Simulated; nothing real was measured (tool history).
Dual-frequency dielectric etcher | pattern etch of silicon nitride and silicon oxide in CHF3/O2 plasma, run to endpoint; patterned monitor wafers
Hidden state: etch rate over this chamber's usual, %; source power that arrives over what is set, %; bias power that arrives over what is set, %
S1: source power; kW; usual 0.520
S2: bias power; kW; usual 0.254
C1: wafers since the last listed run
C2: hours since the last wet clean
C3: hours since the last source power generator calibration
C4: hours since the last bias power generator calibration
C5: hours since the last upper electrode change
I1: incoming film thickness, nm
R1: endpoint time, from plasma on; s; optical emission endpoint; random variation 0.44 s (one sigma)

run 1 day=0.000 | S1=0.520 S2=0.254 | C1=0 C2=292.5 C3=5415.8 C4=1975.1 C5=4084.7 | I1=239.8 | R1=151.7
run 2 day=0.521 | S1=0.520 S2=0.254 | C1=67 C2=305.0 C3=5428.3 C4=1987.6 C5=4097.2 | I1=238.0 | R1=150.6
run 3 day=0.858 | S1=0.520 S2=0.254 | C1=43 C2=313.1 C3=5436.4 C4=1995.7 C5=4105.3 | I1=239.9 | R1=151.6
run 4 day=1.575 | S1=0.520 S2=0.254 | C1=92 C2=330.3 C3=5453.6 C4=2012.9 C5=4122.5 | I1=237.0 | R1=149.2
run 5 day=2.083 | S1=0.440 S2=0.254 | C1=65 C2=342.5 C3=5465.8 C4=2025.1 C5=4134.7 | I1=238.0 | R1=161.7
run 6 day=2.742 | S1=0.440 S2=0.254 | C1=85 C2=358.3 C3=5481.6 C4=2040.9 C5=4150.5 | I1=240.3 | R1=162.8
run 7 day=3.083 | S1=0.440 S2=0.254 | C1=44 C2=366.5 C3=5489.8 C4=2049.1 C5=4158.7 | I1=239.3 | R1=162.3
run 8 day=3.650 | S1=0.520 S2=0.254 | C1=73 C2=380.1 C3=5503.4 C4=2062.7 C5=4172.3 | I1=238.4 | R1=150.3
run 9 day=3.988 | S1=0.520 S2=0.254 | C1=43 C2=388.2 C3=5511.5 C4=2070.8 C5=4180.4 | I1=238.6 | R1=151.5
-- day=4.162 bias power generator calibrated
run 10 day=4.338 | S1=0.520 S2=0.300 | C1=23 C2=396.6 C3=5519.9 C4=4.2 C5=4188.8 | I1=239.4 | R1=138.5
run 11 day=5.067 | S1=0.520 S2=0.254 | C1=94 C2=414.1 C3=5537.4 C4=21.7 C5=4206.3 | I1=240.2 | R1=151.8
run 12 day=6.279 | S1=0.520 S2=0.254 | C1=157 C2=443.2 C3=5566.5 C4=50.8 C5=4235.4 | I1=239.3 | R1=152.8
run 13 day=6.575 | S1=0.450 S2=0.205 | C1=38 C2=450.3 C3=5573.6 C4=57.9 C5=4242.5 | I1=236.9 | R1=181.1
-- day=7.700 wet clean of the chamber
-- day=8.317 upper electrode replaced
run 14 day=8.338 | S1=0.520 S2=0.292 | C1=18 C2=15.3 C3=5615.9 C4=100.2 C5=0.5 | I1=236.9 | R1=136.2
run 15 day=8.350 | S1=0.460 S2=0.254 | C1=1 C2=15.6 C3=5616.2 C4=100.5 C5=0.8 | I1=238.3 | R1=155.5
run 16 day=8.367 | S1=0.520 S2=0.281 | C1=2 C2=16.0 C3=5616.6 C4=100.9 C5=1.2 | I1=236.4 | R1=139.2
run 17 day=8.579 | S1=0.410 S2=0.317 | C1=27 C2=21.1 C3=5621.7 C4=106.0 C5=6.3 | I1=239.0 | R1=145.7
run 18 day=9.196 | S1=0.420 S2=0.254 | C1=79 C2=35.9 C3=5636.5 C4=120.8 C5=21.1 | I1=240.0 | R1=163.8
-- day=9.762 source power generator calibrated
run 19 day=9.783 | S1=0.520 S2=0.254 | C1=54 C2=50.0 C3=0.5 C4=134.9 C5=35.2 | I1=240.8 | R1=149.6
run 20 day=10.375 | S1=0.440 S2=0.215 | C1=76 C2=64.2 C3=14.7 C4=149.1 C5=49.4 | I1=239.5 | R1=175.3
run 21 day=10.862 | S1=0.520 S2=0.254 | C1=63 C2=75.9 C3=26.4 C4=160.8 C5=61.1 | I1=237.0 | R1=147.6
run 22 day=11.412 | S1=0.520 S2=0.254 | C1=71 C2=89.1 C3=39.6 C4=174.0 C5=74.3 | I1=237.9 | R1=148.2
run 23 day=12.762 | S1=0.520 S2=0.254 | C1=174 C2=121.5 C3=72.0 C4=206.4 C5=106.7 | I1=238.1 | R1=148.6
run 24 day=13.258 | S1=0.630 S2=0.285 | C1=64 C2=133.4 C3=83.9 C4=218.3 C5=118.6 | I1=240.8 | R1=130.7

Forecast each of these 4 alternatives for the next run:
run A day=13.279 | S1=0.450 S2=0.254 | C1=2 C2=133.9 C3=84.4 C4=218.8 C5=119.1 | I1=239.2 | R1=?
run B day=13.279 | S1=0.650 S2=0.304 | C1=2 C2=133.9 C3=84.4 C4=218.8 C5=119.1 | I1=239.2 | R1=?
run C day=13.279 | S1=0.520 S2=0.305 | C1=2 C2=133.9 C3=84.4 C4=218.8 C5=119.1 | I1=239.2 | R1=?
run D day=13.279 | S1=0.620 S2=0.208 | C1=2 C2=133.9 C3=84.4 C4=218.8 C5=119.1 | I1=239.2 | R1=?

run=A R1=158.7
run=B R1=123.6
run=C R1=135.2
run=D R1=155.2
Without the tool's hidden state the same runs would have given:
run=A R1=157.4
run=B R1=122.6
run=C R1=134.1
run=D R1=154.0
